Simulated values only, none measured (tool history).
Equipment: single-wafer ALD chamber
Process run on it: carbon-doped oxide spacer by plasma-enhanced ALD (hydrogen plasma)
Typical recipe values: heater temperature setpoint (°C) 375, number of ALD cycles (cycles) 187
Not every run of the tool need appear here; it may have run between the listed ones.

run     day  heater temperature setpoint (°C)  number of ALD cycles (cycles)  read-back reference wafer on the same gauge, thickness_nm  mean film thickness on the monitor wafer (angstrom)
  1       0                               375                            160                                                      7.834                                                 77.5
  2   1.192                               375                            160                                                      7.839                                                76.98
  3   2.221                               375                            203                                                       7.84                                                97.31
  4   3.546                               375                            203                                                       7.84                                                97.59
  5   4.725                               375                            203                                                      7.844                                                97.94
  6     5.3                               375                            187                                                      7.842                                                89.49
      6.558  -- thermocouple changed; heater temperature recalibrated
  7   6.692                               375                            187                                                      7.836                                                90.02
  8   7.483                               369                            214                                                      7.838                                               103.02
  9   8.692                               375                            187                                                      7.838                                                90.55
 10   9.746                               375                            187                                                      7.835                                                89.94
 11  10.554                               375                            150                                                      7.841                                                 72.3
 12  11.246                               375                            160                                                      7.836                                                76.98
 13  12.204                               389                            166                                                      7.838                                                80.29
 14  12.771                               364                            187                                                      7.833                                                90.12
     13.725  -- gauge calibrated
 15  13.783                               375                            187                                                      7.842                                                89.98
 16  15.008                               375                            187                                                      7.833                                                90.13
 17  16.225                               366                            166                                                      7.843                                                79.54
 18  16.779                               368                            201                                                      7.838                                                96.74
 19  17.462                               375                            187                                                      7.835                                                90.07
 20  20.075                               369                            177                                                      7.844                                                85.27
 21  21.012                               375                            168                                                       7.84                                                80.61

Branching from run 21: 5 alternative next runs. What would each branch give?
  A  21.042                               375                            175                                                          ?                                                    ?
  B  21.042                               367                            196                                                          ?                                                    ?
  C  21.042                               375                            207                                                          ?                                                    ?
  D  21.042                               383                            198                                                          ?                                                    ?
  E  21.042                               366                            187                                                          ?                                                    ?

run  read-back reference wafer on the same gauge, thickness_nm  mean film thickness on the monitor wafer (angstrom)
  A                                                       7.84                                                83.97
  B                                                       7.84                                                94.05
  C                                                       7.84                                                99.33
  D                                                       7.84                                                95.01
  E                                                       7.84                                                89.73
Without the tool's unlogged condition, the same runs would have read:
run  mean film thickness on the monitor wafer (angstrom)
  A                                                83.97
  B                                                94.05
  C                                                99.33
  D                                                95.01
  E                                                89.73
